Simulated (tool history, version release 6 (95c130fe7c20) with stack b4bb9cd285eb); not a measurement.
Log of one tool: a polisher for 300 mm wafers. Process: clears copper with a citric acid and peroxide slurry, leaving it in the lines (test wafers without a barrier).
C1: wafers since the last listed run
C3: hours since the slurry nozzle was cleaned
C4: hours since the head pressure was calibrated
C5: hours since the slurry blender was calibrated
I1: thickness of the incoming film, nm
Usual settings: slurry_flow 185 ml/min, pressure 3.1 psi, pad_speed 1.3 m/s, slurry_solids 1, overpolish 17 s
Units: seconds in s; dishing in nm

run 1 hour=0 | slurry_flow=185 pressure=3.1 pad_speed=1.3 slurry_solids=1 overpolish=17 | C1=0 wafers_polished_on_this_pad=318 C3=356.8 C4=924.4 C5=179.3 | I1=270.3 | seconds=101.6 dishing=37.1
run 2 hour=13.8 | slurry_flow=185 pressure=3.1 pad_speed=1.1 slurry_solids=1 overpolish=17 | C1=131 wafers_polished_on_this_pad=449 C3=370.6 C4=938.2 C5=193.1 | I1=266.5 | seconds=112.7 dishing=33.1
run 3 hour=39.3 | slurry_flow=185 pressure=3.1 pad_speed=1.1 slurry_solids=1 overpolish=17 | C1=242 wafers_polished_on_this_pad=691 C3=396.1 C4=963.7 C5=218.6 | I1=270.5 | seconds=115.2 dishing=33
run 4 hour=55 | slurry_flow=185 pressure=3.1 pad_speed=1.1 slurry_solids=1 overpolish=17 | C1=149 wafers_polished_on_this_pad=840 C3=411.8 C4=979.4 C5=234.3 | I1=271.8 | seconds=116 dishing=31.5
run 5 hour=70.6 | slurry_flow=185 pressure=3.8 pad_speed=1.3 slurry_solids=1 overpolish=19 | C1=148 wafers_polished_on_this_pad=988 C3=427.4 C4=995 C5=249.9 | I1=269.6 | seconds=84 dishing=47.3
run 6 hour=96.6 | slurry_flow=185 pressure=3.8 pad_speed=1.3 slurry_solids=1 overpolish=19 | C1=246 wafers_polished_on_this_pad=1235 C3=453.4 C4=1021 C5=275.9 | I1=267.5 | seconds=85.6 dishing=48.7
-- hour=115.5 slurry blender recalibrated
run 7 hour=127.1 | slurry_flow=185 pressure=3.8 pad_speed=1.3 slurry_solids=1 overpolish=19 | C1=270 wafers_polished_on_this_pad=1506 C3=483.9 C4=1051.5 C5=11.6 | I1=272.1 | seconds=85.8 dishing=45.9
run 8 hour=147.1 | slurry_flow=185 pressure=3.1 pad_speed=1.3 slurry_solids=0.75 overpolish=17 | C1=189 wafers_polished_on_this_pad=1696 C3=503.9 C4=1071.5 C5=31.6 | I1=269.8 | seconds=109.2 dishing=33.7
run 9 hour=183 | slurry_flow=185 pressure=2.7 pad_speed=1.3 slurry_solids=1 overpolish=17 | C1=340 wafers_polished_on_this_pad=2037 C3=539.8 C4=1107.4 C5=67.5 | I1=267.8 | seconds=111.2 dishing=32.2
run 10 hour=211.5 | slurry_flow=185 pressure=2.7 pad_speed=1.3 slurry_solids=1 overpolish=17 | C1=270 wafers_polished_on_this_pad=2307 C3=568.3 C4=1135.9 C5=96 | I1=269.3 | seconds=115.9 dishing=32.2
-- hour=215.7 worn pad replaced by a new one
run 11 hour=245.9 | slurry_flow=185 pressure=3.1 pad_speed=1.3 slurry_solids=1 overpolish=17 | C1=288 wafers_polished_on_this_pad=286 C3=602.7 C4=1170.3 C5=130.4 | I1=270.1 | seconds=102 dishing=36.9
run 12 hour=277.8 | slurry_flow=185 pressure=3.1 pad_speed=1.3 slurry_solids=0.9 overpolish=17 | C1=302 wafers_polished_on_this_pad=589 C3=634.6 C4=1202.2 C5=162.3 | I1=269.8 | seconds=103.8 dishing=35
run 13 hour=317.8 | slurry_flow=205 pressure=3.1 pad_speed=0.86 slurry_solids=1.25 overpolish=14 | C1=379 wafers_polished_on_this_pad=969 C3=674.6 C4=1242.2 C5=202.3 | I1=265.8 | seconds=125.8 dishing=23.5
run 14 hour=351.6 | slurry_flow=165 pressure=3.1 pad_speed=1.3 slurry_solids=1 overpolish=17 | C1=320 wafers_polished_on_this_pad=1290 C3=708.4 C4=1276 C5=236.1 | I1=268 | seconds=103.5 dishing=37.1
run 15 hour=364.5 | slurry_flow=185 pressure=3.1 pad_speed=1.3 slurry_solids=1.2 overpolish=17 | C1=122 wafers_polished_on_this_pad=1412 C3=721.3 C4=1288.9 C5=249 | I1=266.3 | seconds=95.8 dishing=36.9
run 16 hour=387.2 | slurry_flow=185 pressure=3.6 pad_speed=1.3 slurry_solids=1 overpolish=17 | C1=215 wafers_polished_on_this_pad=1628 C3=744 C4=1311.6 C5=271.7 | I1=271.4 | seconds=89.5 dishing=40.9
-- hour=393.3 slurry blender recalibrated
-- hour=404 worn pad replaced by a new one
run 17 hour=407 | slurry_flow=185 pressure=3.1 pad_speed=1.3 slurry_solids=1 overpolish=17 | C1=131 wafers_polished_on_this_pad=28 C3=763.8 C4=1331.4 C5=13.7 | I1=271.6 | seconds=102.6 dishing=35.1
run 18 hour=435.6 | slurry_flow=185 pressure=3.1 pad_speed=1.3 slurry_solids=1 overpolish=17 | C1=271 wafers_polished_on_this_pad=299 C3=792.4 C4=1360 C5=42.3 | I1=267.3 | seconds=100.2 dishing=36.7
run 19 hour=466.2 | slurry_flow=185 pressure=3.8 pad_speed=1.3 slurry_solids=1 overpolish=19 | C1=290 wafers_polished_on_this_pad=590 C3=823 C4=1390.6 C5=72.9 | I1=266.8 | seconds=82.6 dishing=47.9
-- hour=478.9 head pressure recalibrated
run 20 hour=485.6 | slurry_flow=185 pressure=3.8 pad_speed=1.3 slurry_solids=1 overpolish=19 | C1=165 wafers_polished_on_this_pad=755 C3=842.4 C4=6.7 C5=92.3 | I1=271.4 | seconds=85.3 dishing=47.1
-- hour=505.8 slurry nozzle cleaned
run 21 hour=514.8 | slurry_flow=185 pressure=3.1 pad_speed=1.3 slurry_solids=1 overpolish=17 | C1=267 wafers_polished_on_this_pad=1023 C3=9 C4=35.9 C5=121.5 | I1=275.9 | seconds=103.2 dishing=37.6
run 22 hour=533.3 | slurry_flow=185 pressure=2.8 pad_speed=1.3 slurry_solids=1 overpolish=21 | C1=175 wafers_polished_on_this_pad=1198 C3=27.5 C4=54.4 C5=140 | I1=272.9 | seconds=111.4 dishing=40.8
run 23 hour=567.6 | slurry_flow=185 pressure=3.1 pad_speed=1.3 slurry_solids=1 overpolish=17 | C1=325 wafers_polished_on_this_pad=1524 C3=61.8 C4=88.7 C5=174.3 | I1=270.4 | seconds=103.4 dishing=36.9
-- hour=655.4 worn pad replaced by a new one
run 24 hour=669 | slurry_flow=185 pressure=3.1 pad_speed=1.66 slurry_solids=0.75 overpolish=9 | C1=924 wafers_polished_on_this_pad=129 C3=163.2 C4=190.1 C5=275.7 | I1=264.1 | seconds=87.4 dishing=24.1
-- hour=743.4 slurry blender recalibrated
run 25 hour=765.3 | slurry_flow=185 pressure=3.1 pad_speed=1.3 slurry_solids=1.25 overpolish=17 | C1=895 wafers_polished_on_this_pad=1024 C3=259.5 C4=286.4 C5=21.9 | I1=273.6 | seconds=96.7 dishing=38.3
run 26 hour=799.6 | slurry_flow=240 pressure=3.8 pad_speed=1.52 slurry_solids=1 overpolish=24 | C1=325 wafers_polished_on_this_pad=1350 C3=293.8 C4=320.7 C5=56.2 | I1=269.6 | seconds=71.8 dishing=63.4
run 27 hour=818.9 | slurry_flow=185 pressure=3.1 pad_speed=1.3 slurry_solids=1 overpolish=17 | C1=183 wafers_polished_on_this_pad=1533 C3=313.1 C4=340 C5=75.5 | I1=271.7 | seconds=101.6 dishing=36.8
run 28 hour=845 | slurry_flow=235 pressure=3.1 pad_speed=1.04 slurry_solids=1.1 overpolish=24 | C1=247 wafers_polished_on_this_pad=1781 C3=339.2 C4=366.1 C5=101.6 | I1=268.6 | seconds=113.8 dishing=43.3

4 ways to go on from here, each from the tool as it stands after run 28. What would each give?
run A hour=845.5 | slurry_flow=185 pressure=3.1 pad_speed=1.3 slurry_solids=1 overpolish=17 | C1=4 wafers_polished_on_this_pad=1786 C3=339.7 C4=366.6 C5=102.1 | I1=269.3 | seconds=? dishing=?
run B hour=845.5 | slurry_flow=185 pressure=3.1 pad_speed=1.72 slurry_solids=1.2 overpolish=13 | C1=4 wafers_polished_on_this_pad=1786 C3=339.7 C4=366.6 C5=102.1 | I1=269.3 | seconds=? dishing=?
run C hour=845.5 | slurry_flow=130 pressure=3.1 pad_speed=1.54 slurry_solids=1 overpolish=17 | C1=4 wafers_polished_on_this_pad=1786 C3=339.7 C4=366.6 C5=102.1 | I1=269.3 | seconds=? dishing=?
run D hour=845.5 | slurry_flow=185 pressure=4 pad_speed=1.3 slurry_solids=0.85 overpolish=17 | C1=4 wafers_polished_on_this_pad=1786 C3=339.7 C4=366.6 C5=102.1 | I1=269.3 | seconds=? dishing=?

run=A seconds=102.5 dishing=36
run=B seconds=77 dishing=36.5
run=C seconds=94.1 dishing=38.7
run=D seconds=85.7 dishing=42.4
Without the tool's hidden state the same runs would have given:
run=A seconds=102.5 dishing=36
run=B seconds=77 dishing=36.5
run=C seconds=94.1 dishing=38.7
run=D seconds=85.7 dishing=42.4
